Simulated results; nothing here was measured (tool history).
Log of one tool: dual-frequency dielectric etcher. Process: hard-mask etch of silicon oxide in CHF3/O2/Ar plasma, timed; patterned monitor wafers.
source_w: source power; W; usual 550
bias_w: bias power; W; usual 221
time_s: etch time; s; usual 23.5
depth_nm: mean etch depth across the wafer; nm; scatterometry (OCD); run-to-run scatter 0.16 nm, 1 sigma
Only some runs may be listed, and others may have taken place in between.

run    hour  source_w  bias_w  time_s  read-back reference wafer on the same gauge, depth_nm  depth_nm
  1       0       600     221    23.5                                                  57.97     51.37
  2    85.6       550     221    26.5                                                  58.02     55.03
  3   155.3       550     221    26.5                                                     58     55.28
  4   252.8       550     221    26.5                                                  57.98     55.11
  5   346.8       550     221    23.5                                                  58.02     49.21
        592  -- wet clean of the chamber
  6   662.6       460     221    23.5                                                  58.06      43.9
  7     737       460     221    23.5                                                  58.12        44
  8   793.3       460     193    23.5                                                  58.16     42.79
  9   868.9       440     221    23.5                                                  58.17     42.55
 10   920.9       690     207    21.5                                                  58.13     50.55
 11     993       550     235      21                                                  58.15      44.8
 12  1095.5       550     221    21.5                                                  58.09     45.08
 13  1176.3       680     192      30                                                   58.2     69.04
     1281.3  -- wet clean of the chamber
 14  1331.3       550     221      17                                                  58.22     35.58
 15  1397.2       450     221      29                                                  58.16     53.56
 16  1478.6       470     238    25.5                                                  58.22     49.56
     1529.7  -- gauge calibrated
       1553  -- upper electrode replaced
 17  1559.6       550     221    23.5                                                     57     48.01
       1656  -- source power generator calibrated
 18  1658.2       510     221    23.5                                                  57.08     46.08
 19  1737.9       590     173      19                                                  57.23     38.81
 20  1823.1       430     221    27.5                                                  57.35     48.51
 21  1883.6       420     188    23.5                                                  57.38     39.37
     1983.1  -- wet clean of the chamber
 22  1986.8       490     239    29.5                                                  57.46     57.49
 23  2072.2       620     254    17.5                                                  57.51     40.08
 24  2123.3       550     256    23.5                                                  57.57     50.37
 25  2172.5       650     221    26.5                                                   57.7      60.3
 26    2248       550     221    26.5                                                  57.69     54.89
 27    2293       550     221    23.5                                                  57.72     48.56
 28  2384.6       430     221    23.5                                                  57.76     41.64
 29  2429.4       550     221    23.5                                                  57.84     48.78
 30  2478.2       680     245      20                                                   57.8     48.02
 31  2575.3       550     167      26                                                  57.83     51.26

Results per run with the tool's hidden condition removed, run-to-run variation unchanged:
The hidden state here: etch rate over this chamber's usual, %; source power that arrives over what is set, %; bias power that arrives over what is set, %; gauge reads high (%).
run  depth_nm
  1     50.36
  2     53.92
  3     54.15
  4     53.95
  5     48.16
  6     42.91
  7     42.99
  8     41.81
  9     41.56
 10     49.38
 11     43.75
 12     44.02
 13     67.39
 14     34.72
 15     52.27
 16     48.36
 17     47.87
 18     45.83
 19     38.54
 20     48.09
 21     38.99
 22     56.83
 23     39.57
 24      49.7
 25     59.45
 26     54.07
 27     47.81
 28     40.96
 29     47.95
 30     47.19
 31     50.33

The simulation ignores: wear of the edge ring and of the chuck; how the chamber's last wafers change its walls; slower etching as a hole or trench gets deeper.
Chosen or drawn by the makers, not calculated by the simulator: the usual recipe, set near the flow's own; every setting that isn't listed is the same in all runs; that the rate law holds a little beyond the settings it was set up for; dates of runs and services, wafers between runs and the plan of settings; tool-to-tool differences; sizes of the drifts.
